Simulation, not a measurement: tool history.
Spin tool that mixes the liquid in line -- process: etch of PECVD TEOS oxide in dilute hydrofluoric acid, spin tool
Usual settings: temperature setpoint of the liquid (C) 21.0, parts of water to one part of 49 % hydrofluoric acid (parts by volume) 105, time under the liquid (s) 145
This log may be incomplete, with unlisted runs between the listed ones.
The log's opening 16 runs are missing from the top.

run   hour  temperature setpoint of the liquid (C)  parts of water to one part of 49 % hydrofluoric acid (parts by volume)  time under the liquid (s)  wafers since the last listed run  hours since the thermometer was replaced  hours since the hydrofluoric acid flow meter was replaced  hours since the gauge calibration  read-back film thickness of the PECVD TEOS oxide reference wafer, read on the same gauge (nm)  thickness taken off the PECVD TEOS oxide on a monitor wafer (Å)
 17  388.0                                    21.0                                                                     105                        145                               172                                      55.9                                                     2154.2                             1062.9                                                                                          80.00                                                            174.3
     393.9  -- hydrofluoric acid flow meter replaced
 18  416.9                                    21.0                                                                      80                        120                               173                                      84.8                                                       23.0                             1091.8                                                                                          80.01                                                            191.2
 19  437.7                                    21.0                                                                     105                        145                               129                                     105.6                                                       43.8                             1112.6                                                                                          80.00                                                            172.2
 20  473.5                                    17.0                                                                      80                        145                               222                                     141.4                                                       79.6                             1148.4                                                                                          79.98                                                            196.4
 21  492.0                                    17.5                                                                     105                        145                               114                                     159.9                                                       98.1                             1166.9                                                                                          80.01                                                            146.3
 22  509.3                                    18.5                                                                     150                         90                               107                                     177.2                                                      115.4                             1184.2                                                                                          80.03                                                             63.5
 23  541.6                                    17.0                                                                     145                        195                               200                                     209.5                                                      147.7                             1216.5                                                                                          79.99                                                            135.0
 24  569.3                                    21.0                                                                     150                        145                               171                                     237.2                                                      175.4                             1244.2                                                                                          79.98                                                            114.3
     577.2  -- gauge calibrated
 25  604.5                                    17.0                                                                      75                         75                               218                                     272.4                                                      210.6                               27.3                                                                                          80.00                                                            107.5
 26  636.7                                    21.0                                                                     105                        145                               199                                     304.6                                                      242.8                               59.5                                                                                          79.99                                                            172.2
 27  670.0                                    21.0                                                                      70                        100                               206                                     337.9                                                      276.1                               92.8                                                                                          79.99                                                            180.6
 28  699.2                                    21.0                                                                     105                        145                               181                                     367.1                                                      305.3                              122.0                                                                                          79.99                                                            170.9
 29  721.8                                    17.5                                                                     125                         65                               140                                     389.7                                                      327.9                              144.6                                                                                          79.98                                                             54.3
 30  741.7                                    19.5                                                                      70                         90                               123                                     409.6                                                      347.8                              164.5                                                                                          79.99                                                            157.3
 31  761.8                                    21.0                                                                      80                        120                               124                                     429.7                                                      367.9                              184.6                                                                                          79.99                                                            190.3
 32  782.8                                    21.0                                                                     105                        145                               130                                     450.7                                                      388.9                              205.6                                                                                          80.02                                                            171.6
 33  803.7                                    23.0                                                                     125                         85                               129                                     471.6                                                      409.8                              226.5                                                                                          80.00                                                             89.2

Each row is a separate what-if for the run after 33, all from the same tool condition, not one after another. Results?
  A  804.2                                    19.0                                                                     105                        145                                 3                                     472.1                                                      410.3                              227.0                                                                                              ?                                                                ?
  B  804.2                                    21.0                                                                      70                        145                                 3                                     472.1                                                      410.3                              227.0                                                                                              ?                                                                ?
  C  804.2                                    21.0                                                                      70                        125                                 3                                     472.1                                                      410.3                              227.0                                                                                              ?                                                                ?
  D  804.2                                    21.0                                                                      60                        145                                 3                                     472.1                                                      410.3                              227.0                                                                                              ?                                                                ?

run  read-back film thickness of the PECVD TEOS oxide reference wafer, read on the same gauge (nm)  thickness taken off the PECVD TEOS oxide on a monitor wafer (Å)
  A                                                                                          80.00                                                            159.5
  B                                                                                          80.00                                                            270.4
  C                                                                                          80.00                                                            233.1
  D                                                                                          80.00                                                            319.3
The same runs, with their run-to-run variation unchanged, on a tool lacking any hidden condition would have given:
run  thickness taken off the PECVD TEOS oxide on a monitor wafer (Å)
  A                                                            159.5
  B                                                            270.4
  C                                                            233.1
  D                                                            319.3
